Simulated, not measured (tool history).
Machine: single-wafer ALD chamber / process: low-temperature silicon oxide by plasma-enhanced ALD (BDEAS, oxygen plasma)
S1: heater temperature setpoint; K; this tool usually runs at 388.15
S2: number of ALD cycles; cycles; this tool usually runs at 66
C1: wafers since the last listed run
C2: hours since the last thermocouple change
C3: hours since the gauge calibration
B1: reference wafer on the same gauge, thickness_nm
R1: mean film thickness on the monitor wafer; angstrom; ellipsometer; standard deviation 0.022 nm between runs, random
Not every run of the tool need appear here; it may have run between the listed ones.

run	day	S1	S2	C1	C2	C3	B1	R1
1	0	391.15	75	0	2920.6	117.1	10.2	101.6
2	0.721	379.15	66	78	2937.9	134.4	10.19	90.81
3	1.442	379.15	66	78	2955.2	151.7	10.186	90.7
4	2.017	379.15	66	62	2969	165.5	10.196	91.31
5	2.579	378.15	72	61	2982.5	179	10.196	99.29
6	3.008	378.15	72	47	2992.8	189.3	10.191	99.13
7	3.571	378.15	72	61	3006.3	202.8	10.19	99.21
8	4.321	388.15	66	82	3024.3	220.8	10.19	89.4
9	4.625	402.15	76	33	3031.6	228.1	10.188	100.92
10	5.192	403.15	74	62	3045.2	241.7	10.193	98
# day 5.308: gauge calibrated
11	5.638	378.15	72	48	3055.9	7.9	10.197	99.8
# day 6.062: thermocouple changed; heater temperature recalibrated
12	6.35	398.15	66	41	6.9	25	10.188	88.21
13	6.925	393.15	66	62	20.7	38.8	10.199	89.05
14	7.254	388.15	61	36	28.6	46.7	10.194	82.82
15	9.104	402.15	76	202	73	91.1	10.189	100.54
16	9.438	375.15	73	36	81	99.1	10.191	101.17
17	9.954	393.15	57	56	93.4	111.5	10.189	77.04

Predict each of these 3 candidate next runs independently; none follows another, all start after run 17:
A	9.975	388.15	55	2	93.9	112	?	?
B	9.975	398.15	72	2	93.9	112	?	?
C	9.975	374.15	75	2	93.9	112	?	?

run	B1	R1
A	10.182	74.85
B	10.182	96.39
C	10.182	104.41
Take away the tool's hidden state, keep each run's random variation, and the runs would have read:
run	R1
A	74.85
B	96.39
C	104.41

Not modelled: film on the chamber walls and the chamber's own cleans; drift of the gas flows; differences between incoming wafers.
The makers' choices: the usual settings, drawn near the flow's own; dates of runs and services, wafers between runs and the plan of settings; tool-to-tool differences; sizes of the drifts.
